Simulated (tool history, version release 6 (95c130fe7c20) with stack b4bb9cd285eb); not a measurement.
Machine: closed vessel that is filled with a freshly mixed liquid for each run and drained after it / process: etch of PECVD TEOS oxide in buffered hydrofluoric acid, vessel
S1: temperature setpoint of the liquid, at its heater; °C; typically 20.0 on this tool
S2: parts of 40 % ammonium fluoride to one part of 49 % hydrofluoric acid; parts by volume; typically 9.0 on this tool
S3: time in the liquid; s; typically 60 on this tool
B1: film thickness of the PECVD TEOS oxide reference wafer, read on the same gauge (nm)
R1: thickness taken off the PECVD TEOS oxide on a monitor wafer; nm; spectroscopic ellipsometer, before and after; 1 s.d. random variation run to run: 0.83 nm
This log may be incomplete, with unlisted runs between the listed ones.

run,hour,S1,S2,S3,B1,R1
1,0.0,20.0,9.0,60,110.01,101.46
# hour 23.3: gauge calibrated
2,60.1,20.0,9.0,60,109.98,102.42
3,95.3,20.0,9.0,60,109.97,101.86
4,164.0,17.5,9.0,60,110.00,86.79
5,206.3,20.0,9.0,60,110.02,99.83
6,241.7,20.0,9.0,60,109.98,99.85
7,308.6,23.5,7.5,60,109.99,139.70
8,357.7,23.5,7.5,60,110.01,138.38
9,389.3,20.0,9.0,60,109.98,96.89
# hour 404.2: thermometer replaced
10,456.4,20.0,9.0,60,110.04,108.98
11,493.6,20.0,9.0,60,109.99,106.09
12,540.8,18.5,7.5,60,110.01,112.26
13,570.2,17.0,10.0,75,110.03,100.61
# hour 586.1: gauge calibrated
# hour 605.5: hydrofluoric acid flow meter replaced
14,608.8,22.0,9.0,60,110.00,128.72
15,677.1,24.0,9.0,60,109.99,141.75
16,716.9,23.5,9.0,60,109.99,138.45
17,753.8,24.5,11.5,35,110.01,69.07
18,811.5,24.5,10.5,60,109.97,127.54
19,867.8,20.0,9.0,60,109.99,111.40
20,936.2,25.0,6.0,85,109.99,310.06
21,977.5,20.0,8.0,70,110.01,143.55

Predict the results of run 22:
22,1042.1,24.5,10.5,60,?,?

Run 22 gave B1 110.01, R1 124.46 nm.
With no hidden state in the tool, this same run would have given R1 138.26 nm.
